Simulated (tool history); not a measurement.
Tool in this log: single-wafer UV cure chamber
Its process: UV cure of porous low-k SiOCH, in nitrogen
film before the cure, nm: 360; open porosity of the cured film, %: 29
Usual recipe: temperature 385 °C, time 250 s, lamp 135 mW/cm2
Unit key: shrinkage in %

run	hour	temperature	time	lamp	shrinkage
1	0.0	385	250	135	12.399
2	33.8	385	250	135	12.651
3	49.0	385	250	127	12.577
4	69.9	385	250	135	12.542
5	87.5	385	250	135	12.517
6	104.0	385	250	104	11.264
7	129.2	385	250	104	11.367
8	159.1	385	250	104	11.336
9	173.9	385	250	135	12.464
10	203.0	385	250	135	12.626
11	238.2	385	250	135	12.527
12	256.0	385	250	135	12.527
13	279.8	385	250	135	12.462
14	312.3	385	250	135	12.625
15	336.5	385	250	135	12.477
16	353.6	385	250	135	12.436
17	371.1	385	250	135	12.752
18	387.9	385	250	135	12.433
19	408.2	385	320	135	13.629
20	431.6	379	355	135	14.126
# hour 452.8: UV bulbs replaced
21	454.0	379	355	135	16.428
22	469.8	379	355	135	16.102
23	487.2	385	250	135	14.759
24	504.2	392	190	124	13.205
25	538.7	402	395	174	18.579
26	569.0	385	140	135	11.614
27	599.0	377	200	135	13.050
28	630.0	376	180	135	12.462
29	648.3	385	250	135	14.359
30	673.8	379	165	113	11.331
# hour 700.3: quartz window cleaned
31	700.8	396	250	135	14.544
32	709.3	385	250	155	14.570
33	731.4	394	200	135	13.233
34	765.9	385	385	135	16.219
35	798.3	377	250	154	14.595
36	828.5	385	250	135	14.255
37	863.4	385	250	135	14.052
38	884.7	372	250	135	13.712
39	911.1	385	200	135	12.773
40	946.6	385	160	166	12.534
41	965.0	401	365	116	15.495
42	998.6	385	250	112	12.744
43	1026.5	385	355	135	15.592
44	1054.2	375	310	174	15.793

Subtracting, for every run, the result it would have given without the tool's unlogged condition from the measured result gives the following. The same run-to-run variation enters both numbers; the gauge's scatter may not:
The tool's hidden condition here consists of: lamp output below its setpoint, %; transmission lost against a clean window, %.
run	shrinkage
1	-2.101
2	-2.151
3	-2.182
4	-2.141
5	-2.141
6	-2.092
7	-2.117
8	-2.117
9	-2.149
10	-2.183
11	-2.172
12	-2.175
13	-2.167
14	-2.201
15	-2.180
16	-2.176
17	-2.234
18	-2.181
19	-2.225
20	-2.258
21	-0.022
22	-0.054
23	-0.090
24	-0.123
25	-0.197
26	-0.236
27	-0.297
28	-0.348
29	-0.396
30	-0.420
31	-0.492
32	-0.495
33	-0.530
34	-0.607
35	-0.653
36	-0.707
37	-0.752
38	-0.778
39	-0.800
40	-0.841
41	-0.924
42	-0.916
43	-1.004
44	-1.033
